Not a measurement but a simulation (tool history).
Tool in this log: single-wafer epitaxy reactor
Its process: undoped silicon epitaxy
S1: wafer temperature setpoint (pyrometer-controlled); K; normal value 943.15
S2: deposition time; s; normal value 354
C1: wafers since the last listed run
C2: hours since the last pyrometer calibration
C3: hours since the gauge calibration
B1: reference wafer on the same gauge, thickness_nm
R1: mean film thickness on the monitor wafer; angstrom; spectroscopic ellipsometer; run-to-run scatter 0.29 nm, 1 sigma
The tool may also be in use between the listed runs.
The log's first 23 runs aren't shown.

{"run": 24, "hour": 568.9, "S1": 943.15, "S2": 354, "C1": 49, "C2": 101.6, "C3": 111.6, "B1": 79.996, "R1": 906.15}
{"run": 25, "hour": 595.5, "S1": 958.15, "S2": 297, "C1": 91, "C2": 128.2, "C3": 138.2, "B1": 80.018, "R1": 996.16}
{"run": 26, "hour": 611.2, "S1": 930.15, "S2": 331, "C1": 54, "C2": 143.9, "C3": 153.9, "B1": 79.957, "R1": 660.93}
{"run": 27, "hour": 634.5, "S1": 943.15, "S2": 354, "C1": 80, "C2": 167.2, "C3": 177.2, "B1": 79.972, "R1": 895.71}
{"run": 28, "hour": 665.7, "S1": 943.15, "S2": 285, "C1": 107, "C2": 198.4, "C3": 208.4, "B1": 79.932, "R1": 721.43}
{"run": 29, "hour": 687.6, "S1": 938.15, "S2": 309, "C1": 75, "C2": 220.3, "C3": 230.3, "B1": 79.872, "R1": 717.49}
{"run": 30, "hour": 711.1, "S1": 935.15, "S2": 292, "C1": 81, "C2": 243.8, "C3": 253.8, "B1": 79.828, "R1": 636.95}
{"run": 31, "hour": 726.9, "S1": 943.15, "S2": 354, "C1": 54, "C2": 259.6, "C3": 269.6, "B1": 79.854, "R1": 892.11}
{"run": 32, "hour": 751.8, "S1": 943.15, "S2": 307, "C1": 86, "C2": 284.5, "C3": 294.5, "B1": 79.918, "R1": 775.66}
{"run": 33, "hour": 785.4, "S1": 943.15, "S2": 354, "C1": 116, "C2": 318.1, "C3": 328.1, "B1": 79.846, "R1": 890.52}
{"run": 34, "hour": 813.1, "S1": 930.15, "S2": 334, "C1": 95, "C2": 345.8, "C3": 355.8, "B1": 79.836, "R1": 660.39}
{"run": 35, "hour": 831.9, "S1": 934.15, "S2": 412, "C1": 64, "C2": 364.6, "C3": 374.6, "B1": 79.997, "R1": 874.75}
{"run": 36, "hour": 847.5, "S1": 943.15, "S2": 354, "C1": 53, "C2": 380.2, "C3": 390.2, "B1": 79.862, "R1": 884.32}

Consider 3 possible next runs. They are alternatives, not a sequence: every one starts from the tool as it was left by run 36. What does each give?
{"run": "A", "hour": 848.0, "S1": 943.15, "S2": 354, "C1": 1, "C2": 380.7, "C3": 390.7, "B1": "?", "R1": "?"}
{"run": "B", "hour": 848.0, "S1": 943.15, "S2": 383, "C1": 1, "C2": 380.7, "C3": 390.7, "B1": "?", "R1": "?"}
{"run": "C", "hour": 848.0, "S1": 936.15, "S2": 400, "C1": 1, "C2": 380.7, "C3": 390.7, "B1": "?", "R1": "?"}

run=A B1=79.846 R1=886.91
run=B B1=79.846 R1=959.57
run=C B1=79.846 R1=880.07
With no hidden state in the tool, these same runs would have given:
run=A R1=919.73
run=B R1=995.08
run=C R1=913.08
